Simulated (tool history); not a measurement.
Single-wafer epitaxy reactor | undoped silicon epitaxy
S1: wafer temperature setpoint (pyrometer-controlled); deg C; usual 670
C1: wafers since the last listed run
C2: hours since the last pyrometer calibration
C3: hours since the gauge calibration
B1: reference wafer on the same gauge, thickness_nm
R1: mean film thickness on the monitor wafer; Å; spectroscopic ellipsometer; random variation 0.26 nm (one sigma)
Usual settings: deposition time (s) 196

run 1 hour=0.0 | S1=670 deposition_time_(s)=196 | C1=0 C2=129.0 C3=567.6 | B1=58.803 | R1=540.28
run 2 hour=65.9 | S1=670 deposition_time_(s)=196 | C1=598 C2=194.9 C3=633.5 | B1=58.804 | R1=533.25
run 3 hour=137.8 | S1=670 deposition_time_(s)=196 | C1=653 C2=266.8 C3=705.4 | B1=58.808 | R1=540.51
run 4 hour=162.1 | S1=670 deposition_time_(s)=196 | C1=220 C2=291.1 C3=729.7 | B1=58.792 | R1=536.77
run 5 hour=215.2 | S1=676 deposition_time_(s)=213 | C1=482 C2=344.2 C3=782.8 | B1=58.848 | R1=659.55
run 6 hour=265.0 | S1=676 deposition_time_(s)=213 | C1=452 C2=394.0 C3=832.6 | B1=58.727 | R1=649.89
run 7 hour=331.8 | S1=676 deposition_time_(s)=213 | C1=606 C2=460.8 C3=899.4 | B1=58.771 | R1=655.15
run 8 hour=383.6 | S1=670 deposition_time_(s)=171 | C1=470 C2=512.6 C3=951.2 | B1=58.837 | R1=472.02
run 9 hour=416.9 | S1=670 deposition_time_(s)=171 | C1=302 C2=545.9 C3=984.5 | B1=58.708 | R1=471.58
run 10 hour=468.2 | S1=670 deposition_time_(s)=171 | C1=466 C2=597.2 C3=1035.8 | B1=58.839 | R1=472.39
run 11 hour=530.5 | S1=670 deposition_time_(s)=196 | C1=565 C2=659.5 C3=1098.1 | B1=58.747 | R1=544.25
run 12 hour=568.5 | S1=670 deposition_time_(s)=196 | C1=345 C2=697.5 C3=1136.1 | B1=58.738 | R1=545.48
run 13 hour=606.5 | S1=670 deposition_time_(s)=196 | C1=345 C2=735.5 C3=1174.1 | B1=58.792 | R1=541.96
run 14 hour=669.5 | S1=670 deposition_time_(s)=174 | C1=572 C2=798.5 C3=1237.1 | B1=58.793 | R1=483.97
run 15 hour=739.9 | S1=670 deposition_time_(s)=196 | C1=639 C2=868.9 C3=1307.5 | B1=58.702 | R1=549.52
run 16 hour=766.1 | S1=670 deposition_time_(s)=196 | C1=238 C2=895.1 C3=1333.7 | B1=58.731 | R1=542.80
run 17 hour=822.9 | S1=670 deposition_time_(s)=196 | C1=516 C2=951.9 C3=1390.5 | B1=58.866 | R1=545.76
run 18 hour=888.1 | S1=670 deposition_time_(s)=196 | C1=592 C2=1017.1 C3=1455.7 | B1=58.675 | R1=542.50
run 19 hour=954.7 | S1=670 deposition_time_(s)=196 | C1=605 C2=1083.7 C3=1522.3 | B1=58.741 | R1=550.95
run 20 hour=998.1 | S1=679 deposition_time_(s)=232 | C1=394 C2=1127.1 C3=1565.7 | B1=58.797 | R1=760.79
run 21 hour=1061.8 | S1=682 deposition_time_(s)=176 | C1=578 C2=1190.8 C3=1629.4 | B1=58.770 | R1=614.94
run 22 hour=1091.8 | S1=670 deposition_time_(s)=196 | C1=272 C2=1220.8 C3=1659.4 | B1=58.698 | R1=555.46
run 23 hour=1183.2 | S1=670 deposition_time_(s)=196 | C1=830 C2=1312.2 C3=1750.8 | B1=58.778 | R1=554.59
run 24 hour=1250.8 | S1=670 deposition_time_(s)=196 | C1=614 C2=1379.8 C3=1818.4 | B1=58.847 | R1=552.75
run 25 hour=1434.9 | S1=676 deposition_time_(s)=213 | C1=1672 C2=1563.9 C3=2002.5 | B1=58.764 | R1=671.37
run 26 hour=1460.7 | S1=670 deposition_time_(s)=196 | C1=234 C2=1589.7 C3=2028.3 | B1=58.753 | R1=558.59
-- hour=1475.7 gauge calibrated
-- hour=1498.0 pyrometer calibrated
run 27 hour=1529.3 | S1=670 deposition_time_(s)=196 | C1=550 C2=31.3 C3=53.6 | B1=58.761 | R1=530.19
run 28 hour=1599.0 | S1=681 deposition_time_(s)=173 | C1=633 C2=101.0 C3=123.3 | B1=58.805 | R1=573.04
run 29 hour=1670.1 | S1=684 deposition_time_(s)=163 | C1=645 C2=172.1 C3=194.4 | B1=58.846 | R1=572.08
run 30 hour=1740.8 | S1=659 deposition_time_(s)=196 | C1=642 C2=242.8 C3=265.1 | B1=58.835 | R1=440.70
run 31 hour=1774.8 | S1=670 deposition_time_(s)=225 | C1=308 C2=276.8 C3=299.1 | B1=58.765 | R1=612.72
run 32 hour=1843.1 | S1=676 deposition_time_(s)=167 | C1=620 C2=345.1 C3=367.4 | B1=58.780 | R1=509.71
run 33 hour=1888.0 | S1=677 deposition_time_(s)=229 | C1=407 C2=390.0 C3=412.3 | B1=58.692 | R1=713.08
run 34 hour=2023.8 | S1=678 deposition_time_(s)=196 | C1=1233 C2=525.8 C3=548.1 | B1=58.819 | R1=614.53
run 35 hour=2072.1 | S1=683 deposition_time_(s)=196 | C1=438 C2=574.1 C3=596.4 | B1=58.801 | R1=677.71
run 36 hour=2108.3 | S1=670 deposition_time_(s)=181 | C1=328 C2=610.3 C3=632.6 | B1=58.762 | R1=496.36

Forecast each of these 4 alternatives for the next run:
run A hour=2108.8 | S1=663 deposition_time_(s)=196 | C1=4 C2=610.8 C3=633.1 | B1=? | R1=?
run B hour=2108.8 | S1=661 deposition_time_(s)=167 | C1=4 C2=610.8 C3=633.1 | B1=? | R1=?
run C hour=2108.8 | S1=670 deposition_time_(s)=180 | C1=4 C2=610.8 C3=633.1 | B1=? | R1=?
run D hour=2108.8 | S1=684 deposition_time_(s)=196 | C1=4 C2=610.8 C3=633.1 | B1=? | R1=?

run=A B1=58.704 R1=469.07
run=B B1=58.704 R1=385.04
run=C B1=58.704 R1=490.29
run=D B1=58.704 R1=688.10
Without the tool's hidden state the same runs would have given:
run=A R1=467.85
run=B R1=384.04
run=C R1=489.03
run=D R1=686.38
